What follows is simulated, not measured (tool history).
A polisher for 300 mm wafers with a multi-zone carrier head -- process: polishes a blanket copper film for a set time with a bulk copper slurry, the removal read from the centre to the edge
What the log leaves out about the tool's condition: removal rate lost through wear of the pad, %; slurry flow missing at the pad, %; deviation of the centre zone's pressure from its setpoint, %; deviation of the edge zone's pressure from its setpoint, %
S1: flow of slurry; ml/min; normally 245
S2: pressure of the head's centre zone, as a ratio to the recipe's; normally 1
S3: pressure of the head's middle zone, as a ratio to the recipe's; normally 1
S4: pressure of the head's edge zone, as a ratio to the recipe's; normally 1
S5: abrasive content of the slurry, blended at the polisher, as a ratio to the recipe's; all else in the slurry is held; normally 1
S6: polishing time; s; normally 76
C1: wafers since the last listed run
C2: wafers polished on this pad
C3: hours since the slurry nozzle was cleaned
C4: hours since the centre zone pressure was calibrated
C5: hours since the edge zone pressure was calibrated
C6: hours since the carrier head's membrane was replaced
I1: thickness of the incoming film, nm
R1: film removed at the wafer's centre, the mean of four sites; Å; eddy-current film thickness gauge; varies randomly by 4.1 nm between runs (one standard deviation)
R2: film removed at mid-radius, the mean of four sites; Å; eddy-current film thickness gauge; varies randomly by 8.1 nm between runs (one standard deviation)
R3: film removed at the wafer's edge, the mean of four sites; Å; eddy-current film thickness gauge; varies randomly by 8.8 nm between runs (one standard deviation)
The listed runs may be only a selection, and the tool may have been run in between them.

run 1 day=0 | S1=245 S2=1 S3=0.95 S4=1 S5=1 S6=76 | C1=0 C2=832 C3=555.1 C4=1291.9 C5=643.4 C6=1520.5 | I1=3249.4 | R1=5474 R2=6035 R3=6188
-- day=2.65 worn pad replaced by a new one
run 2 day=3.188 | S1=245 S2=1 S3=1 S4=1 S5=0.9 S6=76 | C1=594 C2=106 C3=631.6 C4=1368.4 C5=719.9 C6=1597 | I1=3347.5 | R1=5331 R2=5984 R3=5991
run 3 day=4.658 | S1=245 S2=1 S3=1 S4=1 S5=0.85 S6=76 | C1=289 C2=395 C3=666.9 C4=1403.7 C5=755.2 C6=1632.3 | I1=3314.1 | R1=5271 R2=5920 R3=6006
run 4 day=5.721 | S1=245 S2=1 S3=1 S4=1 S5=0.85 S6=76 | C1=209 C2=605 C3=692.4 C4=1429.2 C5=780.7 C6=1657.8 | I1=3276.9 | R1=5326 R2=6089 R3=5965
run 5 day=6.588 | S1=245 S2=1 S3=1 S4=1 S5=0.85 S6=76 | C1=170 C2=775 C3=713.2 C4=1450 C5=801.5 C6=1678.6 | I1=3324.5 | R1=5293 R2=5949 R3=6022
-- day=6.733 slurry nozzle cleaned
run 6 day=7.583 | S1=245 S2=1 S3=1 S4=1 S5=1 S6=91 | C1=187 C2=963 C3=20.4 C4=1473.9 C5=825.4 C6=1702.5 | I1=3294.4 | R1=6545 R2=7207 R3=7416
run 7 day=8.396 | S1=245 S2=1 S3=1 S4=1 S5=1 S6=91 | C1=160 C2=1123 C3=39.9 C4=1493.4 C5=844.9 C6=1722 | I1=3283.5 | R1=6519 R2=7376 R3=7337
-- day=9.262 worn pad replaced by a new one
run 8 day=9.283 | S1=245 S2=1 S3=1 S4=1 S5=1 S6=76 | C1=141 C2=4 C3=61.2 C4=1514.7 C5=866.2 C6=1743.3 | I1=3341.2 | R1=5475 R2=6051 R3=6263
run 9 day=10.604 | S1=245 S2=1 S3=1 S4=1 S5=1.2 S6=76 | C1=260 C2=264 C3=92.9 C4=1546.4 C5=897.9 C6=1775 | I1=3322.4 | R1=5674 R2=6275 R3=6428
-- day=11.704 centre zone pressure recalibrated
-- day=11.762 edge zone pressure recalibrated
run 10 day=11.925 | S1=245 S2=1 S3=1.05 S4=1 S5=1 S6=101 | C1=231 C2=496 C3=124.6 C4=5.3 C5=3.9 C6=1806.7 | I1=3313.2 | R1=8082 R2=8580 R3=8268
run 11 day=12.633 | S1=245 S2=1.09 S3=1 S4=1 S5=0.85 S6=76 | C1=139 C2=635 C3=141.6 C4=22.3 C5=20.9 C6=1823.7 | I1=3331.1 | R1=6386 R2=6082 R3=5953
run 12 day=13.479 | S1=245 S2=0.89 S3=1 S4=1 S5=1 S6=62 | C1=166 C2=802 C3=161.9 C4=42.6 C5=41.2 C6=1844 | I1=3297.5 | R1=4394 R2=5011 R3=4933
run 13 day=14.5 | S1=245 S2=1 S3=1 S4=1 S5=1 S6=53 | C1=201 C2=1003 C3=186.4 C4=67.1 C5=65.7 C6=1868.5 | I1=3234.5 | R1=4114 R2=4348 R3=4384
run 14 day=15.625 | S1=245 S2=1 S3=1 S4=0.94 S5=1.25 S6=76 | C1=221 C2=1225 C3=213.4 C4=94.1 C5=92.7 C6=1895.5 | I1=3246.6 | R1=6204 R2=6358 R3=6355
run 15 day=16.371 | S1=245 S2=1 S3=1 S4=1 S5=1.15 S6=54 | C1=146 C2=1372 C3=231.3 C4=112 C5=110.6 C6=1913.4 | I1=3360.7 | R1=4376 R2=4478 R3=4609
-- day=17.283 worn pad replaced by a new one
-- day=17.625 carrier head's membrane replaced by a new one
run 16 day=17.942 | S1=245 S2=1 S3=0.92 S4=1 S5=1 S6=76 | C1=235 C2=88 C3=269 C4=149.7 C5=148.3 C6=7.6 | I1=3318.8 | R1=5898 R2=6033 R3=6224
run 17 day=18.867 | S1=245 S2=1 S3=1.08 S4=1 S5=1 S6=76 | C1=182 C2=270 C3=291.2 C4=171.9 C5=170.5 C6=29.8 | I1=3324.6 | R1=5842 R2=6628 R3=6224
run 18 day=20.288 | S1=245 S2=1.1 S3=1 S4=1 S5=1 S6=76 | C1=279 C2=550 C3=325.3 C4=206 C5=204.6 C6=63.9 | I1=3341.7 | R1=6442 R2=6236 R3=6356
run 19 day=23.346 | S1=245 S2=1.03 S3=0.95 S4=1 S5=1 S6=76 | C1=602 C2=1153 C3=398.7 C4=279.4 C5=278 C6=137.3 | I1=3259.4 | R1=6019 R2=6011 R3=6220
-- day=24.8 worn pad replaced by a new one
run 20 day=24.821 | S1=245 S2=1 S3=1 S4=1 S5=1 S6=94 | C1=257 C2=3 C3=434.1 C4=314.8 C5=313.4 C6=172.7 | I1=3268 | R1=7136 R2=7689 R3=7643
run 21 day=26.133 | S1=245 S2=1 S3=1 S4=1 S5=1 S6=76 | C1=258 C2=262 C3=465.6 C4=346.3 C5=344.9 C6=204.2 | I1=3340.1 | R1=5700 R2=6327 R3=6127

Selected run-to-run steps in R1, each split into two signed amounts: the part the tool would show with no hidden state at all (from settings, incoming material and random variation), and the remainder, which goes to the hidden state together with any gauge scatter not common to the measured and the hidden-state-free results:
Run 5 -> 6: S5 0.85 -> 1, S6 76 -> 91, slurry nozzle cleaned. R1 +1252 Å: hidden state -129, all else +1381.
Run 9 -> 10: S3 1 -> 1.05, S5 1.2 -> 1, S6 76 -> 101, centre zone pressure recalibrated, edge zone pressure recalibrated. R1 +2408 Å: hidden state +635, all else +1773.
Run 13 -> 14: S4 1 -> 0.94, S5 1 -> 1.25, S6 53 -> 76. R1 +2090 Å: hidden state -39, all else +2129.
